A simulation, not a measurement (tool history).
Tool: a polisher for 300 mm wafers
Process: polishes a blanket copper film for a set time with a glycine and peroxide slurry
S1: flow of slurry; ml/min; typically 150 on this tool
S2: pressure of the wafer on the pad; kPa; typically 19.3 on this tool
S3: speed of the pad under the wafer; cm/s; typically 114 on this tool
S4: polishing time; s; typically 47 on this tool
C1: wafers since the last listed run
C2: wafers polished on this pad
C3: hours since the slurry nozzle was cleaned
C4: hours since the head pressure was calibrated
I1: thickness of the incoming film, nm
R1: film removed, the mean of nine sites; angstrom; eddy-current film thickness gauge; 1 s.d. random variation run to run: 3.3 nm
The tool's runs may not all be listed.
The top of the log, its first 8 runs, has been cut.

run     day   S1    S2   S3  S4   C1    C2     C3      C4      I1    R1
  9  10.346  150  19.3  114  47  310  1112  168.5   953.9  1795.7  2988
 10  11.362  120  19.3  114  54  255  1368  192.9   978.3  1802.2  3359
 11  12.488  150  19.3  114  47  282  1651  219.9  1005.3  1808.5  3082
 12  13.346  175  19.3  114  47  215  1867  240.5  1025.9  1793.8  3051
     13.771  -- worn pad replaced by a new one
 13  14.650  175  19.3  114  47  285   220  271.8  1057.2  1831.6  3137
 14  16.117  150  19.3  114  47  368   589  307.0  1092.4  1779.5  3047
     16.579  -- head pressure recalibrated
 15  17.092  150  19.3  114  47  224   813  330.4    12.3  1806.0  3055
     18.450  -- slurry nozzle cleaned
 16  18.525  150  19.3  114  47  349  1163    1.8    46.7  1771.4  3046
 17  19.971  150  19.3  114  47  363  1526   36.5    81.4  1818.8  3005
     21.362  -- worn pad replaced by a new one
 18  21.392  135  19.3  134  39  315     7   70.6   115.5  1815.7  2703
 19  22.396  150  19.3   74  47  252   259   94.7   139.6  1812.9  2382
 20  23.496  120  19.3  114  62  276   536  121.1   166.0  1798.8  3842
 21  24.167  150  19.3  114  47  168   704  137.2   182.1  1775.5  3010
 22  27.538  190  25.5  114  33  847  1552  218.1   263.0  1809.3  2772

Run 23 has not been measured yet. What should we expect?
 23  28.829  150  19.3  90  47  324  1876  249.1  294.0  1804.6   ?

Run 23 came out at R1 2637 angstrom.
Minus the tool's unlogged condition, the same run would have read R1 2637 angstrom.
